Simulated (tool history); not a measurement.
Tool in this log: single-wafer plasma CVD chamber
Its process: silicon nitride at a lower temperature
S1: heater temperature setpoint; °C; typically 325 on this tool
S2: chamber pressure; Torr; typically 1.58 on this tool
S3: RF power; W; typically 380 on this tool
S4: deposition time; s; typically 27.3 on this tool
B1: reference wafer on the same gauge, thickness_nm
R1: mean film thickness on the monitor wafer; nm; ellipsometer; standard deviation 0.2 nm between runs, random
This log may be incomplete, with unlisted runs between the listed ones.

{"run": 1, "hour": 0.0, "S1": 325, "S2": 1.58, "S3": 380, "S4": 27.3, "B1": 34.572, "R1": 41.16}
{"hour": 17.4, "done": "gauge calibrated"}
{"run": 2, "hour": 27.1, "S1": 325, "S2": 1.58, "S3": 380, "S4": 27.3, "B1": 34.602, "R1": 40.987}
{"run": 3, "hour": 61.6, "S1": 325, "S2": 1.58, "S3": 380, "S4": 27.3, "B1": 34.606, "R1": 40.717}
{"run": 4, "hour": 116.0, "S1": 333, "S2": 1.58, "S3": 380, "S4": 27.3, "B1": 34.549, "R1": 40.811}
{"run": 5, "hour": 177.7, "S1": 333, "S2": 1.58, "S3": 380, "S4": 27.3, "B1": 34.631, "R1": 40.777}
{"run": 6, "hour": 222.9, "S1": 325, "S2": 1.58, "S3": 380, "S4": 27.3, "B1": 34.632, "R1": 41.182}
{"run": 7, "hour": 287.9, "S1": 325, "S2": 1.58, "S3": 380, "S4": 27.3, "B1": 34.575, "R1": 41.24}
{"run": 8, "hour": 342.3, "S1": 329, "S2": 1.3, "S3": 380, "S4": 27.3, "B1": 34.613, "R1": 38.905}
{"run": 9, "hour": 373.5, "S1": 312, "S2": 1.27, "S3": 380, "S4": 27.3, "B1": 34.611, "R1": 38.725}
{"hour": 428.6, "done": "capacitance manometer re-zeroed and calibrated"}
{"hour": 460.7, "done": "thermocouple changed; heater temperature recalibrated"}
{"run": 10, "hour": 487.3, "S1": 325, "S2": 1.58, "S3": 450, "S4": 23.1, "B1": 34.602, "R1": 37.668}
{"run": 11, "hour": 539.1, "S1": 325, "S2": 1.58, "S3": 380, "S4": 27.3, "B1": 34.61, "R1": 40.202}
{"run": 12, "hour": 595.1, "S1": 325, "S2": 1.95, "S3": 405, "S4": 27.3, "B1": 34.595, "R1": 44.778}
{"run": 13, "hour": 661.0, "S1": 325, "S2": 1.58, "S3": 380, "S4": 27.3, "B1": 34.58, "R1": 40.796}
{"run": 14, "hour": 711.9, "S1": 330, "S2": 1.4, "S3": 325, "S4": 30.5, "B1": 34.592, "R1": 39.676}
{"hour": 727.4, "done": "showerhead replaced, of another model than before"}
{"run": 15, "hour": 766.4, "S1": 325, "S2": 1.58, "S3": 380, "S4": 27.3, "B1": 34.62, "R1": 40.838}
{"run": 16, "hour": 815.8, "S1": 318, "S2": 1.86, "S3": 335, "S4": 27.3, "B1": 34.58, "R1": 39.987}
{"run": 17, "hour": 884.0, "S1": 325, "S2": 1.58, "S3": 380, "S4": 27.3, "B1": 34.601, "R1": 40.689}
{"run": 18, "hour": 932.9, "S1": 332, "S2": 1.58, "S3": 425, "S4": 27.3, "B1": 34.583, "R1": 42.705}
{"hour": 967.8, "done": "RF generator calibrated"}
{"run": 19, "hour": 968.3, "S1": 325, "S2": 1.23, "S3": 380, "S4": 27.3, "B1": 34.643, "R1": 39.48}
{"run": 20, "hour": 1022.5, "S1": 325, "S2": 1.58, "S3": 380, "S4": 27.3, "B1": 34.614, "R1": 40.876}
{"run": 21, "hour": 1054.0, "S1": 325, "S2": 1.58, "S3": 380, "S4": 27.3, "B1": 34.602, "R1": 40.617}
{"run": 22, "hour": 1101.8, "S1": 311, "S2": 1.88, "S3": 450, "S4": 30.9, "B1": 34.585, "R1": 51.552}
{"run": 23, "hour": 1157.4, "S1": 312, "S2": 1.27, "S3": 315, "S4": 32.3, "B1": 34.642, "R1": 43.659}
{"run": 24, "hour": 1196.0, "S1": 325, "S2": 1.58, "S3": 420, "S4": 24.2, "B1": 34.61, "R1": 37.854}

The next listed run, before its measurement:
{"run": 25, "hour": 1262.6, "S1": 325, "S2": 1.58, "S3": 320, "S4": 32.0, "B1": "?", "R1": "?"}

{"run 25": {"B1": 34.64, "R1": 44.646}}
Take away the tool's hidden state, keep the run-to-run variation as it was, and the same run would have given R1 44.208 nm.
